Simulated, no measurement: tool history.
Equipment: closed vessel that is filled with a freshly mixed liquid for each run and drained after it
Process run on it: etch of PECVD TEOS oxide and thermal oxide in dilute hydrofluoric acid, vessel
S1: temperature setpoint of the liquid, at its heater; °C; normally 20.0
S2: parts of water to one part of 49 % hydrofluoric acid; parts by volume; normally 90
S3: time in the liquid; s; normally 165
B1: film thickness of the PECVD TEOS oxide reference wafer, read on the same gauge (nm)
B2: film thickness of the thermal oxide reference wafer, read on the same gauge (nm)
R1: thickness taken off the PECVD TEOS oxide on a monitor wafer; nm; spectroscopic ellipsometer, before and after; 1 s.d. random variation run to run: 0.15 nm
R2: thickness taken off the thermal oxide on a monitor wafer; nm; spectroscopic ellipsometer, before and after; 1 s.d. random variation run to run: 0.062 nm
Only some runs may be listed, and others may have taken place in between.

{"run": 1, "hour": 0.0, "S1": 18.0, "S2": 70, "S3": 165, "B1": 150.0, "B2": 140.02, "R1": 30.42, "R2": 8.69}
{"run": 2, "hour": 33.4, "S1": 18.0, "S2": 70, "S3": 165, "B1": 149.98, "B2": 140.02, "R1": 30.19, "R2": 8.74}
{"run": 3, "hour": 63.8, "S1": 18.0, "S2": 70, "S3": 165, "B1": 149.98, "B2": 140.03, "R1": 30.14, "R2": 8.68}
{"run": 4, "hour": 99.7, "S1": 20.0, "S2": 115, "S3": 165, "B1": 150.05, "B2": 139.99, "R1": 19.0, "R2": 5.49}
{"hour": 105.2, "done": "gauge calibrated"}
{"run": 5, "hour": 121.2, "S1": 20.0, "S2": 115, "S3": 165, "B1": 149.93, "B2": 139.98, "R1": 19.06, "R2": 5.51}
{"run": 6, "hour": 141.0, "S1": 22.0, "S2": 90, "S3": 165, "B1": 149.98, "B2": 140.0, "R1": 26.75, "R2": 7.79}
{"run": 7, "hour": 157.2, "S1": 20.0, "S2": 90, "S3": 165, "B1": 150.02, "B2": 140.03, "R1": 24.6, "R2": 7.23}
{"run": 8, "hour": 176.7, "S1": 20.0, "S2": 90, "S3": 165, "B1": 149.97, "B2": 140.01, "R1": 24.9, "R2": 7.16}
{"run": 9, "hour": 194.6, "S1": 20.0, "S2": 90, "S3": 165, "B1": 150.05, "B2": 139.97, "R1": 24.24, "R2": 7.01}
{"hour": 206.9, "done": "hydrofluoric acid flow meter replaced"}
{"run": 10, "hour": 215.9, "S1": 17.0, "S2": 90, "S3": 165, "B1": 150.07, "B2": 140.01, "R1": 21.68, "R2": 6.23}
{"run": 11, "hour": 250.3, "S1": 22.0, "S2": 60, "S3": 165, "B1": 150.07, "B2": 140.01, "R1": 41.32, "R2": 11.84}
{"hour": 263.0, "done": "thermometer replaced"}
{"run": 12, "hour": 267.9, "S1": 18.5, "S2": 65, "S3": 165, "B1": 149.97, "B2": 139.96, "R1": 31.06, "R2": 8.97}
{"run": 13, "hour": 288.8, "S1": 24.0, "S2": 120, "S3": 235, "B1": 149.99, "B2": 140.02, "R1": 28.35, "R2": 8.27}
{"run": 14, "hour": 316.1, "S1": 20.0, "S2": 110, "S3": 165, "B1": 149.98, "B2": 140.02, "R1": 18.59, "R2": 5.38}
{"hour": 333.5, "done": "thermometer replaced, repeated, since the last time left the tool worse"}
{"run": 15, "hour": 337.2, "S1": 20.0, "S2": 115, "S3": 220, "B1": 150.05, "B2": 139.96, "R1": 26.59, "R2": 7.55}
{"hour": 338.4, "done": "gauge calibrated"}
{"run": 16, "hour": 365.5, "S1": 20.0, "S2": 90, "S3": 165, "B1": 150.07, "B2": 140.0, "R1": 25.98, "R2": 7.4}

For run 17, what comes out?
{"run": 17, "hour": 391.5, "S1": 20.0, "S2": 90, "S3": 165, "B1": "?", "B2": "?", "R1": "?", "R2": "?"}

Run 17 came out at B1 150.05, B2 139.97, R1 25.64 nm, R2 7.45 nm.
With the hidden condition absent and the run-to-run variation left alone, this run would have shown R1 26.19 nm, R2 7.61 nm.

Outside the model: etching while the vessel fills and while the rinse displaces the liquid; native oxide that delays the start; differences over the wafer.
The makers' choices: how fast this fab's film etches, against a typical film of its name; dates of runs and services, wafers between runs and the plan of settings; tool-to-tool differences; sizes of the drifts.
